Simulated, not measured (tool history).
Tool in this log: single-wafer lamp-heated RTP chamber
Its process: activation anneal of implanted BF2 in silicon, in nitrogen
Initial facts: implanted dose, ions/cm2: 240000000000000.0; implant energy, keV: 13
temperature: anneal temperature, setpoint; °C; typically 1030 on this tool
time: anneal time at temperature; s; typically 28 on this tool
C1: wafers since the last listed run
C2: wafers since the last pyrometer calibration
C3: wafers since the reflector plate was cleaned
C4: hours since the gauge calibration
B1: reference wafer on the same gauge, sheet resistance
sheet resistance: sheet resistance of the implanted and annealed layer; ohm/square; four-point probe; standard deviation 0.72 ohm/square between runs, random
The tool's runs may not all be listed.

{"run": 1, "hour": 0.0, "temperature": 1042, "time": 28, "C1": 0, "C2": 1887, "C3": 4696, "C4": 486.1, "B1": 555.84, "sheet resistance": 478.83}
{"run": 2, "hour": 59.1, "temperature": 1042, "time": 28, "C1": 605, "C2": 2492, "C3": 5301, "C4": 545.2, "B1": 556.02, "sheet resistance": 477.15}
{"run": 3, "hour": 82.1, "temperature": 1042, "time": 28, "C1": 235, "C2": 2728, "C3": 5537, "C4": 568.2, "B1": 556.0, "sheet resistance": 476.41}
{"run": 4, "hour": 131.4, "temperature": 1030, "time": 22, "C1": 505, "C2": 3233, "C3": 6042, "C4": 617.5, "B1": 555.96, "sheet resistance": 483.25}
{"run": 5, "hour": 166.5, "temperature": 1030, "time": 22, "C1": 359, "C2": 3593, "C3": 6402, "C4": 652.6, "B1": 555.96, "sheet resistance": 483.32}
{"run": 6, "hour": 201.3, "temperature": 1030, "time": 22, "C1": 356, "C2": 3949, "C3": 6759, "C4": 687.4, "B1": 555.83, "sheet resistance": 483.56}
{"run": 7, "hour": 214.6, "temperature": 1030, "time": 17, "C1": 136, "C2": 4086, "C3": 6895, "C4": 700.7, "B1": 555.95, "sheet resistance": 486.77}
{"run": 8, "hour": 239.0, "temperature": 1030, "time": 17, "C1": 250, "C2": 4336, "C3": 7145, "C4": 725.1, "B1": 555.77, "sheet resistance": 486.51}
{"hour": 243.4, "done": "gauge calibrated"}
{"run": 9, "hour": 267.1, "temperature": 1045, "time": 28, "C1": 287, "C2": 4624, "C3": 7433, "C4": 23.7, "B1": 556.04, "sheet resistance": 474.99}
{"run": 10, "hour": 299.7, "temperature": 1030, "time": 28, "C1": 334, "C2": 4958, "C3": 7767, "C4": 56.3, "B1": 555.89, "sheet resistance": 479.11}
{"hour": 319.9, "done": "pyrometer window cleaned and pyrometer calibrated"}
{"run": 11, "hour": 320.4, "temperature": 1030, "time": 28, "C1": 130, "C2": 5, "C3": 7897, "C4": 77.0, "B1": 555.96, "sheet resistance": 479.61}
{"run": 12, "hour": 332.4, "temperature": 1018, "time": 28, "C1": 122, "C2": 128, "C3": 8020, "C4": 89.0, "B1": 555.94, "sheet resistance": 484.28}
{"run": 13, "hour": 364.0, "temperature": 1020, "time": 36, "C1": 323, "C2": 452, "C3": 8344, "C4": 120.6, "B1": 555.97, "sheet resistance": 480.41}
{"run": 14, "hour": 468.7, "temperature": 1020, "time": 36, "C1": 1072, "C2": 1525, "C3": 9417, "C4": 225.3, "B1": 556.19, "sheet resistance": 479.73}
{"hour": 479.9, "done": "reflector plate cleaned"}
{"run": 15, "hour": 574.7, "temperature": 1020, "time": 36, "C1": 1004, "C2": 2529, "C3": 971, "C4": 331.3, "B1": 556.23, "sheet resistance": 478.77}
{"run": 16, "hour": 608.6, "temperature": 1030, "time": 28, "C1": 347, "C2": 2876, "C3": 1319, "C4": 365.2, "B1": 556.02, "sheet resistance": 480.78}
{"run": 17, "hour": 630.0, "temperature": 1030, "time": 28, "C1": 219, "C2": 3095, "C3": 1538, "C4": 386.6, "B1": 556.06, "sheet resistance": 479.76}
{"run": 18, "hour": 724.5, "temperature": 1020, "time": 17, "C1": 968, "C2": 4064, "C3": 2506, "C4": 481.1, "B1": 556.02, "sheet resistance": 488.88}
{"run": 19, "hour": 736.7, "temperature": 1010, "time": 18, "C1": 125, "C2": 4189, "C3": 2631, "C4": 493.3, "B1": 556.09, "sheet resistance": 488.88}
{"run": 20, "hour": 757.9, "temperature": 1018, "time": 41, "C1": 217, "C2": 4406, "C3": 2848, "C4": 514.5, "B1": 555.93, "sheet resistance": 477.03}
{"run": 21, "hour": 781.2, "temperature": 1030, "time": 22, "C1": 238, "C2": 4645, "C3": 3087, "C4": 537.8, "B1": 555.93, "sheet resistance": 481.62}
{"run": 22, "hour": 812.3, "temperature": 1042, "time": 28, "C1": 318, "C2": 4963, "C3": 3406, "C4": 568.9, "B1": 555.9, "sheet resistance": 474.16}
{"run": 23, "hour": 844.3, "temperature": 1022, "time": 23, "C1": 327, "C2": 5291, "C3": 3734, "C4": 600.9, "B1": 556.21, "sheet resistance": 483.16}
{"run": 24, "hour": 876.6, "temperature": 1030, "time": 35, "C1": 330, "C2": 5622, "C3": 4065, "C4": 633.2, "B1": 555.88, "sheet resistance": 474.59}
{"hour": 898.2, "done": "pyrometer window cleaned and pyrometer calibrated"}
{"run": 25, "hour": 898.7, "temperature": 1045, "time": 21, "C1": 144, "C2": 4, "C3": 4209, "C4": 655.3, "B1": 555.77, "sheet resistance": 482.33}
{"run": 26, "hour": 925.8, "temperature": 1030, "time": 28, "C1": 277, "C2": 282, "C3": 4487, "C4": 682.4, "B1": 555.83, "sheet resistance": 480.48}
{"hour": 926.7, "done": "gauge calibrated"}
{"run": 27, "hour": 947.2, "temperature": 1052, "time": 22, "C1": 219, "C2": 501, "C3": 4706, "C4": 20.5, "B1": 555.97, "sheet resistance": 480.05}
{"run": 28, "hour": 970.2, "temperature": 1017, "time": 17, "C1": 235, "C2": 737, "C3": 4942, "C4": 43.5, "B1": 556.1, "sheet resistance": 490.01}
{"run": 29, "hour": 1002.6, "temperature": 1020, "time": 33, "C1": 332, "C2": 1069, "C3": 5274, "C4": 75.9, "B1": 556.03, "sheet resistance": 481.27}
{"run": 30, "hour": 1029.7, "temperature": 1049, "time": 40, "C1": 277, "C2": 1347, "C3": 5552, "C4": 103.0, "B1": 555.93, "sheet resistance": 469.23}
{"run": 31, "hour": 1099.9, "temperature": 1043, "time": 13, "C1": 719, "C2": 2066, "C3": 6271, "C4": 173.2, "B1": 555.87, "sheet resistance": 489.09}
{"run": 32, "hour": 1119.2, "temperature": 1038, "time": 28, "C1": 197, "C2": 2264, "C3": 6469, "C4": 192.5, "B1": 555.99, "sheet resistance": 477.88}
{"run": 33, "hour": 1151.8, "temperature": 1044, "time": 28, "C1": 334, "C2": 2598, "C3": 6803, "C4": 225.1, "B1": 555.86, "sheet resistance": 478.1}
{"run": 34, "hour": 1179.7, "temperature": 1044, "time": 11, "C1": 285, "C2": 2884, "C3": 7089, "C4": 253.0, "B1": 555.91, "sheet resistance": 488.33}
{"run": 35, "hour": 1200.3, "temperature": 1030, "time": 28, "C1": 211, "C2": 3095, "C3": 7300, "C4": 273.6, "B1": 556.36, "sheet resistance": 479.75}

Each row is a separate what-if for the run after 35, all from the same tool condition, not one after another. Results?
{"run": "A", "hour": 1200.7, "temperature": 1030, "time": 28, "C1": 4, "C2": 3099, "C3": 7304, "C4": 274.0, "B1": "?", "sheet resistance": "?"}
{"run": "B", "hour": 1200.7, "temperature": 1053, "time": 37, "C1": 4, "C2": 3099, "C3": 7304, "C4": 274.0, "B1": "?", "sheet resistance": "?"}
{"run": "C", "hour": 1200.7, "temperature": 1030, "time": 40, "C1": 4, "C2": 3099, "C3": 7304, "C4": 274.0, "B1": "?", "sheet resistance": "?"}
{"run": "D", "hour": 1200.7, "temperature": 1005, "time": 33, "C1": 4, "C2": 3099, "C3": 7304, "C4": 274.0, "B1": "?", "sheet resistance": "?"}
{"run": "E", "hour": 1200.7, "temperature": 1042, "time": 17, "C1": 4, "C2": 3099, "C3": 7304, "C4": 274.0, "B1": "?", "sheet resistance": "?"}

run=A B1=556.10 sheet_resistance=480.95
run=B B1=556.10 sheet_resistance=468.28
run=C B1=556.10 sheet_resistance=474.99
run=D B1=556.10 sheet_resistance=484.59
run=E B1=556.10 sheet_resistance=485.25
What these runs would have given with no unlogged condition in the tool:
run=A sheet_resistance=482.01
run=B sheet_resistance=470.47
run=C sheet_resistance=476.30
run=D sheet_resistance=486.19
run=E sheet_resistance=486.30

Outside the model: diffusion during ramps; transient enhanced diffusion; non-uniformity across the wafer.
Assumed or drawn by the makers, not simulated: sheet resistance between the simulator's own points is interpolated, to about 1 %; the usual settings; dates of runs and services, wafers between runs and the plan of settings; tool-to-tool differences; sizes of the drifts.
